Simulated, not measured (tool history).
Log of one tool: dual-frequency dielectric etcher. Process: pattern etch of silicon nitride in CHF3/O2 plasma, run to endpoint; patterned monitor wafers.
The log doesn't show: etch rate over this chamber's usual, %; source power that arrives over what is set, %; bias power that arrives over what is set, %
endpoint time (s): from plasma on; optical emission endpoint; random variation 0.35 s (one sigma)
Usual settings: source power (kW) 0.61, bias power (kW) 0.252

run	day	source power (kW)	bias power (kW)	wafers since the last listed run	hours since the last wet clean	hours since the last source power generator calibration	hours since the last bias power generator calibration	hours since the last upper electrode change	incoming incoming film thickness, nm	endpoint time (s)
1	0	0.61	0.252	0	193.3	2578.5	3577.5	4919.1	74.9	44.8
2	2.146	0.68	0.252	789	244.8	2630	3629	4970.6	75.4	42.3
3	3.75	0.68	0.252	589	283.3	2668.5	3667.5	5009.1	76	43
4	6.15	0.68	0.252	882	340.9	2726.1	3725.1	5066.7	75.7	43.8
5	8.167	0.61	0.252	741	389.3	2774.5	3773.5	5115.1	76.4	46.3
# day 9.904: wet clean of the chamber
6	16.512	0.61	0.252	2701	158.6	2974.8	3973.8	5315.4	75.5	43.7
# day 24.104: wet clean of the chamber
7	28.254	0.61	0.252	3949	99.6	3256.6	4255.6	5597.2	75.4	43.2
8	30.646	0.61	0.252	879	157	3314	4313	5654.6	76.5	43.8
9	33.079	0.61	0.252	894	215.4	3372.4	4371.4	5713	76.1	44.2
# day 33.688: bias power generator calibrated
10	35.829	0.61	0.252	949	281.4	3438.4	51.4	5779	75.9	44.8
11	37.546	0.61	0.252	631	322.6	3479.6	92.6	5820.2	76.4	46.2
# day 39.892: wet clean of the chamber
12	39.912	0.61	0.252	502	0.5	3536.4	149.4	5877	75.9	43.6
# day 45.342: upper electrode replaced
13	45.362	0.61	0.252	1636	131.3	3667.2	280.2	0.5	75.4	43.2
14	46.75	0.75	0.292	510	164.6	3700.5	313.5	33.8	76.3	37.8
15	49.762	0.55	0.308	1107	236.9	3772.8	385.8	106.1	75.3	42.6
16	53.367	0.52	0.252	1325	323.4	3859.3	472.3	192.6	75.9	48.6
17	56.108	0.56	0.27	1008	389.2	3925.1	538.1	258.4	75.6	46.4
# day 57.262: wet clean of the chamber
18	59.7	0.73	0.232	952	58.5	4011.3	624.3	344.6	76.3	41.6
# day 61.417: source power generator calibrated
19	63.012	0.61	0.252	1156	138	38.3	703.8	424.1	75.6	44.1
20	66.492	0.49	0.286	1279	221.5	121.8	787.3	507.6	76.7	47.3
21	69.792	0.74	0.215	1213	300.7	201	866.5	586.8	76.4	44.5
22	72.754	0.68	0.284	1089	371.8	272.1	937.6	657.9	75.9	41.1
# day 74.675: wet clean of the chamber
23	74.696	0.61	0.252	346	0.5	318.7	984.2	704.5	75.7	42.4
24	78.842	0.61	0.216	1524	100	418.2	1083.7	804	75.9	46.4

The tool's hidden state at each run:
source power that arrives over what is set, %: 0 in every run
bias power that arrives over what is set, %: 0 in every run
H1: etch rate over this chamber's usual, %
run	H1
1	-3.44
2	-4.16
3	-4.7
4	-5.51
5	-6.18
6	-2.8
7	-1.32
8	-2.12
9	-2.94
10	-3.87
11	-4.44
12	-0.454
13	-2.29
14	-2.75
15	-3.77
16	-4.98
17	-5.9
18	-0.684
19	-1.8
20	-2.97
21	-4.08
22	-5.07
23	0.357
24	-1.04
